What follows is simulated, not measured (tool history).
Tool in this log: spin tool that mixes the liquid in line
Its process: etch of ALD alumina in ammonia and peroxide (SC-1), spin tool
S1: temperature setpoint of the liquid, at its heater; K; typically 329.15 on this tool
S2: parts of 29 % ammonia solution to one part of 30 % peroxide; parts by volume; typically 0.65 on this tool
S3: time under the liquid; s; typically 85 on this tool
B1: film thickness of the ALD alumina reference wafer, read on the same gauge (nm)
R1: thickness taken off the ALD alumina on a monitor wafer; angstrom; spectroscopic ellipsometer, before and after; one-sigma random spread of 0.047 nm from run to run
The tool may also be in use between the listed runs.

{"run": 1, "hour": 0.0, "S1": 329.15, "S2": 0.65, "S3": 120, "B1": 80.01, "R1": 71.2}
{"hour": 4.9, "done": "thermometer replaced"}
{"run": 2, "hour": 17.9, "S1": 333.65, "S2": 0.65, "S3": 85, "B1": 80.03, "R1": 63.6}
{"run": 3, "hour": 44.7, "S1": 333.65, "S2": 0.65, "S3": 85, "B1": 79.94, "R1": 64.1}
{"run": 4, "hour": 77.4, "S1": 333.15, "S2": 0.75, "S3": 115, "B1": 80, "R1": 84.8}
{"hour": 96.6, "done": "new drum of ammonia solution connected"}
{"run": 5, "hour": 107.7, "S1": 329.15, "S2": 0.65, "S3": 85, "B1": 80.04, "R1": 50.8}
{"run": 6, "hour": 136.7, "S1": 321.65, "S2": 0.65, "S3": 35, "B1": 80.01, "R1": 13.5}
{"run": 7, "hour": 156.7, "S1": 334.15, "S2": 0.75, "S3": 85, "B1": 79.98, "R1": 66}
{"run": 8, "hour": 188.5, "S1": 325.65, "S2": 0.65, "S3": 85, "B1": 80.04, "R1": 40.7}
{"hour": 205.9, "done": "gauge calibrated"}
{"run": 9, "hour": 211.7, "S1": 324.65, "S2": 0.65, "S3": 105, "B1": 79.97, "R1": 47}
{"hour": 233.8, "done": "heated supply line repaired"}
{"run": 10, "hour": 284.3, "S1": 329.15, "S2": 0.65, "S3": 85, "B1": 79.99, "R1": 44}
{"run": 11, "hour": 311.4, "S1": 329.15, "S2": 0.65, "S3": 85, "B1": 80.01, "R1": 44.7}
{"run": 12, "hour": 335.4, "S1": 329.15, "S2": 0.85, "S3": 60, "B1": 80.02, "R1": 31.6}
{"run": 13, "hour": 370.6, "S1": 336.15, "S2": 0.65, "S3": 85, "B1": 79.98, "R1": 63.6}
{"run": 14, "hour": 404.6, "S1": 329.15, "S2": 0.65, "S3": 85, "B1": 79.99, "R1": 43.1}
{"hour": 416.6, "done": "heated supply line repaired, repeated, since the last time left the tool worse"}
{"run": 15, "hour": 430.8, "S1": 335.15, "S2": 0.35, "S3": 60, "B1": 80.01, "R1": 51.2}
{"run": 16, "hour": 464.9, "S1": 329.15, "S2": 0.65, "S3": 85, "B1": 80, "R1": 56.3}
{"run": 17, "hour": 491.7, "S1": 324.15, "S2": 0.65, "S3": 85, "B1": 80.03, "R1": 42.4}
{"run": 18, "hour": 509.4, "S1": 334.15, "S2": 0.85, "S3": 105, "B1": 80.04, "R1": 91.5}
{"run": 19, "hour": 539.5, "S1": 332.65, "S2": 0.4, "S3": 35, "B1": 80, "R1": 26.3}
{"run": 20, "hour": 555.5, "S1": 321.15, "S2": 0.8, "S3": 85, "B1": 80.02, "R1": 36.2}
{"run": 21, "hour": 567.7, "S1": 329.15, "S2": 0.65, "S3": 85, "B1": 79.99, "R1": 55.1}
{"run": 22, "hour": 597.0, "S1": 329.15, "S2": 0.65, "S3": 135, "B1": 79.98, "R1": 87.3}
{"run": 23, "hour": 618.6, "S1": 329.15, "S2": 0.65, "S3": 135, "B1": 80, "R1": 87.1}
{"run": 24, "hour": 650.9, "S1": 329.15, "S2": 0.65, "S3": 85, "B1": 79.99, "R1": 55.1}

Branching from run 24: 5 alternative next runs. What would each branch give?
{"run": "A", "hour": 651.3, "S1": 329.15, "S2": 0.65, "S3": 85, "B1": "?", "R1": "?"}
{"run": "B", "hour": 651.3, "S1": 338.15, "S2": 0.55, "S3": 135, "B1": "?", "R1": "?"}
{"run": "C", "hour": 651.3, "S1": 336.15, "S2": 0.75, "S3": 130, "B1": "?", "R1": "?"}
{"run": "D", "hour": 651.3, "S1": 336.15, "S2": 0.65, "S3": 45, "B1": "?", "R1": "?"}
{"run": "E", "hour": 651.3, "S1": 322.65, "S2": 0.55, "S3": 85, "B1": "?", "R1": "?"}

run=A B1=80.05 R1=54.2
run=B B1=80.05 R1=134.7
run=C B1=80.05 R1=120.8
run=D B1=80.05 R1=41.3
run=E B1=80.05 R1=37.5
With the hidden condition removed and each run's random variation left untouched, the same runs would have given:
run=A R1=57
run=B R1=141.1
run=C R1=126.6
run=D R1=43.2
run=E R1=39.5

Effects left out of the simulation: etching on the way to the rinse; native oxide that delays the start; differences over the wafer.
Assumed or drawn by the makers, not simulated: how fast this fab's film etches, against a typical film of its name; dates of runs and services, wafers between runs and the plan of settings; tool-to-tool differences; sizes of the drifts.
